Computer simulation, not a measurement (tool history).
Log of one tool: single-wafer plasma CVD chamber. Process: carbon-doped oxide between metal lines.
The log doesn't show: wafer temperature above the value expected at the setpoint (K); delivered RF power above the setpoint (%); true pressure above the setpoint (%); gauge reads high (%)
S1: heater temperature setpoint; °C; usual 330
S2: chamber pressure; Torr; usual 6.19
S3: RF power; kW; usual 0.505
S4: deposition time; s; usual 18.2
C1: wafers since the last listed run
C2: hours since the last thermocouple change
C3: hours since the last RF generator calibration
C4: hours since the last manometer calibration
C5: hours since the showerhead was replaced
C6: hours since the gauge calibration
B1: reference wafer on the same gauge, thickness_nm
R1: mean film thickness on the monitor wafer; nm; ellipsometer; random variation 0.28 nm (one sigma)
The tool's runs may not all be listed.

Run 1, hour 0.0: usual settings but S1 323 °C, S4 19.0 s; C1 0; C2 1284.3; C3 1348.2; C4 1868.7; C5 4481.2; C6 1714.6; B1 92.297. Result: R1 106.517 nm.
Run 2, hour 38.1: usual settings but S1 321 °C, S3 0.585 kW; C1 754; C2 1322.4; C3 1386.3; C4 1906.8; C5 4519.3; C6 1752.7; B1 92.500. Result: R1 112.315 nm.
Run 3, hour 97.4: usual settings but S4 19.7 s; C1 1173; C2 1381.7; C3 1445.6; C4 1966.1; C5 4578.6; C6 1812.0; B1 92.571. Result: R1 107.917 nm.
Run 4, hour 144.4: usual settings but S4 19.7 s; C1 930; C2 1428.7; C3 1492.6; C4 2013.1; C5 4625.6; C6 1859.0; B1 92.704. Result: R1 107.849 nm.
Run 5, hour 177.0: usual settings; C1 645; C2 1461.3; C3 1525.2; C4 2045.7; C5 4658.2; C6 1891.6; B1 92.609. Result: R1 99.669 nm.
Run 6, hour 210.3: usual settings; C1 659; C2 1494.6; C3 1558.5; C4 2079.0; C5 4691.5; C6 1924.9; B1 92.717. Result: R1 100.142 nm.
Run 7, hour 254.4: usual settings but S2 5.62 Torr; C1 872; C2 1538.7; C3 1602.6; C4 2123.1; C5 4735.6; C6 1969.0; B1 92.817. Result: R1 98.923 nm.
Run 8, hour 297.2: usual settings; C1 847; C2 1581.5; C3 1645.4; C4 2165.9; C5 4778.4; C6 2011.8; B1 92.902. Result: R1 100.282 nm.
Run 9, hour 360.5: usual settings; C1 1252; C2 1644.8; C3 1708.7; C4 2229.2; C5 4841.7; C6 2075.1; B1 92.828. Result: R1 99.822 nm.
Run 10, hour 431.9: usual settings; C1 1413; C2 1716.2; C3 1780.1; C4 2300.6; C5 4913.1; C6 2146.5; B1 92.975. Result: R1 100.040 nm.
At hour 442.7: gauge calibrated.
At hour 456.7: capacitance manometer re-zeroed and calibrated.
Run 11, hour 498.0: usual settings but S2 5.28 Torr, S4 21.5 s; C1 1149; C2 1782.3; C3 1846.2; C4 41.3; C5 4979.2; C6 55.3; B1 90.760. Result: R1 113.296 nm.
Run 12, hour 556.4: usual settings but S1 324 °C, S2 7.60 Torr; C1 1155; C2 1840.7; C3 1904.6; C4 99.7; C5 5037.6; C6 113.7; B1 90.763. Result: R1 101.344 nm.
Run 13, hour 622.5: usual settings; C1 1308; C2 1906.8; C3 1970.7; C4 165.8; C5 5103.7; C6 179.8; B1 90.813. Result: R1 98.038 nm.
Run 14, hour 660.6: usual settings; C1 754; C2 1944.9; C3 2008.8; C4 203.9; C5 5141.8; C6 217.9; B1 90.889. Result: R1 98.401 nm.
Run 15, hour 691.9: usual settings but S3 0.535 kW; C1 619; C2 1976.2; C3 2040.1; C4 235.2; C5 5173.1; C6 249.2; B1 91.018. Result: R1 101.639 nm.
Run 16, hour 758.7: usual settings; C1 1321; C2 2043.0; C3 2106.9; C4 302.0; C5 5239.9; C6 316.0; B1 91.205. Result: R1 98.083 nm.
At hour 789.6: showerhead replaced.
Run 17, hour 820.5: usual settings but S1 342 °C, S3 0.410 kW, S4 19.5 s; C1 1064; C2 2104.8; C3 2168.7; C4 363.8; C5 30.9; C6 377.8; B1 91.048. Result: R1 88.045 nm.
Run 18, hour 867.0: usual settings; C1 920; C2 2151.3; C3 2215.2; C4 410.3; C5 77.4; C6 424.3; B1 91.132. Result: R1 98.448 nm.
At hour 928.8: RF generator calibrated.
At hour 1011.2: thermocouple changed; heater temperature recalibrated.
Run 19, hour 1036.2: usual settings but S3 0.585 kW; C1 3031; C2 25.0; C3 107.4; C4 579.5; C5 246.6; C6 593.5; B1 91.385. Result: R1 107.666 nm.
Run 20, hour 1082.1: usual settings but S1 339 °C; C1 908; C2 70.9; C3 153.3; C4 625.4; C5 292.5; C6 639.4; B1 91.346. Result: R1 96.379 nm.
Run 21, hour 1278.4: usual settings; C1 3884; C2 267.2; C3 349.6; C4 821.7; C5 488.8; C6 835.7; B1 91.663. Result: R1 98.525 nm.
Run 22, hour 1481.5: usual settings but S1 338 °C, S2 4.73 Torr, S4 19.1 s; C1 4019; C2 470.3; C3 552.7; C4 1024.8; C5 691.9; C6 1038.8; B1 91.765. Result: R1 98.486 nm.
Run 23, hour 1525.1: usual settings; C1 862; C2 513.9; C3 596.3; C4 1068.4; C5 735.5; C6 1082.4; B1 91.933. Result: R1 98.794 nm.
Run 24, hour 1700.8: usual settings but S1 341 °C, S2 6.79 Torr, S4 20.2 s; C1 3477; C2 689.6; C3 772.0; C4 1244.1; C5 911.2; C6 1258.1; B1 92.219. Result: R1 107.145 nm.
Run 25, hour 1761.2: usual settings but S1 317 °C, S2 7.43 Torr, S3 0.420 kW; C1 1195; C2 750.0; C3 832.4; C4 1304.5; C5 971.6; C6 1318.5; B1 92.146. Result: R1 93.276 nm.
Run 26, hour 1812.8: usual settings but S1 340 °C, S2 5.37 Torr, S3 0.470 kW, S4 15.1 s; C1 1021; C2 801.6; C3 884.0; C4 1356.1; C5 1023.2; C6 1370.1; B1 92.239. Result: R1 75.848 nm.
Run 27, hour 1851.1: usual settings but S2 7.18 Torr; C1 757; C2 839.9; C3 922.3; C4 1394.4; C5 1061.5; C6 1408.4; B1 92.342. Result: R1 100.493 nm.
Run 28, hour 1894.1: usual settings; C1 850; C2 882.9; C3 965.3; C4 1437.4; C5 1104.5; C6 1451.4; B1 92.319. Result: R1 99.294 nm.
Run 29, hour 1919.2: usual settings but S1 341 °C, S3 0.415 kW; C1 496; C2 908.0; C3 990.4; C4 1462.5; C5 1129.6; C6 1476.5; B1 92.470. Result: R1 84.718 nm.

3 ways to go on from here, each from the tool as it stands after run 29. What would each give?
Run A, hour 1919.6: usual settings; C1 7; C2 908.4; C3 990.8; C4 1462.9; C5 1130.0; C6 1476.9; B1 ?. Result: R1 ?.
Run B, hour 1919.6: usual settings but S1 344 °C, S4 16.7 s; C1 7; C2 908.4; C3 990.8; C4 1462.9; C5 1130.0; C6 1476.9; B1 ?. Result: R1 ?.
Run C, hour 1919.6: usual settings but S1 341 °C, S2 4.91 Torr, S3 0.545 kW; C1 7; C2 908.4; C3 990.8; C4 1462.9; C5 1130.0; C6 1476.9; B1 ?. Result: R1 ?.

run      B1       R1
  A  92.414  100.040
  B  92.414   88.316
  C  92.414   98.984
Without the tool's hidden state the same runs would have given:
run      R1
  A  98.161
  B  86.657
  C  97.124
